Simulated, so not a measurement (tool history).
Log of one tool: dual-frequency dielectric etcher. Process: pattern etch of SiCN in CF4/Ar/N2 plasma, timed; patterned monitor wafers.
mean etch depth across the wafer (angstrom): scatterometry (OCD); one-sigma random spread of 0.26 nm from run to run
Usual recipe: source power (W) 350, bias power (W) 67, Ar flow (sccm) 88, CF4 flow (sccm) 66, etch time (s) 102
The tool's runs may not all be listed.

run     day  source power (W)  bias power (W)  Ar flow (sccm)  CF4 flow (sccm)  etch time (s)  wafers since the last listed run  hours since the last wet clean  hours since the last source power generator calibration  hours since the last bias power generator calibration  hours since the last Ar flow controller change  hours since the last CF4 flow controller change  hours since the last upper electrode change  hours since the gauge calibration  read-back reference wafer on the same gauge, depth_nm  mean etch depth across the wafer (angstrom)
  1       0               350              67              88               66            102                                 0                             184                                                   2836.5                                                 2184.3                                          3825.4                                            459.5                                         4579                              527.3                                                   61.4                                          712
  2   2.167               290              67              88               51           93.5                               627                             236                                                   2888.5                                                 2236.3                                          3877.4                                            511.5                                         4631                              579.3                                                   61.4                                          541
  3   4.129               350              67              78               55            102                               568                           283.1                                                   2935.6                                                 2283.4                                          3924.5                                            558.6                                       4678.1                              626.4                                                   61.4                                          706
      6.217  -- source power generator calibrated
  4   6.383               350              67              70               66            102                               604                           337.2                                                        4                                                 2337.5                                          3978.6                                            612.7                                       4732.2                              680.5                                                   61.4                                          737
  5   8.538               350              84              88               75            102                               623                           388.9                                                     55.7                                                 2389.2                                          4030.3                                            664.4                                       4783.9                              732.2                                                   61.4                                          781
      9.892  -- upper electrode replaced
  6  10.271               270              55              73               66           83.5                               212                           430.5                                                     97.3                                                 2430.8                                          4071.9                                              706                                          9.1                              773.8                                                   61.4                                          474
  7  12.617               310              82              88               66            102                               679                           486.8                                                    153.6                                                 2487.1                                          4128.2                                            762.3                                         65.4                              830.1                                                   61.4                                          701
  8  13.846               350              67              69               66            102                               355                           516.3                                                    183.1                                                 2516.6                                          4157.7                                            791.8                                         94.9                              859.6                                                   61.3                                          739
     15.892  -- bias power generator calibrated
     17.117  -- wet clean of the chamber
  9  20.342               350              67              88               66            102                              1543                            77.4                                                      339                                                  106.8                                          4313.6                                            947.7                                        250.8                             1015.5                                                   61.4                                          704
     20.754  -- Ar flow controller replaced
 10   21.55               350              67              88               66            102                               277                           106.4                                                      368                                                  135.8                                            19.1                                            976.7                                        279.8                             1044.5                                                   61.4                                          709
 11  28.912               350              67             109               72            102                              2132                           283.1                                                    544.7                                                  312.5                                           195.8                                           1153.4                                        456.5                             1221.2                                                   61.4                                          706
 12  31.479               350              67              88               52           87.5                               743                           344.7                                                    606.3                                                  374.1                                           257.4                                             1215                                        518.1                             1282.8                                                   61.4                                          578
 13  34.004               350              67              88               66            102                               731                           405.3                                                    666.9                                                  434.7                                             318                                           1275.6                                        578.7                             1343.4                                                   61.4                                          711
 14  36.579               420              67             109               78            124                               745                           467.1                                                    728.7                                                  496.5                                           379.8                                           1337.4                                        640.5                             1405.2                                                   61.4                                          999
 15   38.15               290              84              88               60            102                               454                           504.8                                                    766.4                                                  534.2                                           417.5                                           1375.1                                        678.2                             1442.9                                                   61.4                                          653
     39.796  -- wet clean of the chamber
 16  39.904               350              55              88               66          111.5                               218                             2.6                                                    808.5                                                  576.3                                           459.6                                           1417.2                                        720.3                               1485                                                   61.4                                          732
 17  41.679               350              67              88               66            102                               514                            45.2                                                    851.1                                                  618.9                                           502.2                                           1459.8                                        762.9                             1527.6                                                   61.4                                          716
 18  43.592               350              55              81               82             93                               553                            91.1                                                      897                                                  664.8                                           548.1                                           1505.7                                        808.8                             1573.5                                                   61.4                                          643
 19  44.754               350              67              88               66            102                               336                             119                                                    924.9                                                  692.7                                             576                                           1533.6                                        836.7                             1601.4                                                   61.4                                          713
 20  47.092               410              67             105               74            102                               676                           175.1                                                      981                                                  748.8                                           632.1                                           1589.7                                        892.8                             1657.5                                                   61.4                                          797

Predict each of these 5 candidate next runs independently; none follows another, all start after run 20:
  A  47.108               350              67              88               66            102                                 4                           175.5                                                    981.4                                                  749.2                                           632.5                                           1590.1                                        893.2                             1657.9                                                      ?                                            ?
  B  47.108               310              67              96               54             72                                 4                           175.5                                                    981.4                                                  749.2                                           632.5                                           1590.1                                        893.2                             1657.9                                                      ?                                            ?
  C  47.108               350              67              88               70            102                                 4                           175.5                                                    981.4                                                  749.2                                           632.5                                           1590.1                                        893.2                             1657.9                                                      ?                                            ?
  D  47.108               430              62             100               66             92                                 4                           175.5                                                    981.4                                                  749.2                                           632.5                                           1590.1                                        893.2                             1657.9                                                      ?                                            ?
  E  47.108               350              67              79               66            102                                 4                           175.5                                                    981.4                                                  749.2                                           632.5                                           1590.1                                        893.2                             1657.9                                                      ?                                            ?

run  read-back reference wafer on the same gauge, depth_nm  mean etch depth across the wafer (angstrom)
  A                                                   61.4                                          711
  B                                                   61.4                                          436
  C                                                   61.4                                          719
  D                                                   61.4                                          718
  E                                                   61.4                                          721
Had the tool no hidden state, the same runs would have come out as:
run  mean etch depth across the wafer (angstrom)
  A                                          699
  B                                          428
  C                                          707
  D                                          706
  E                                          710
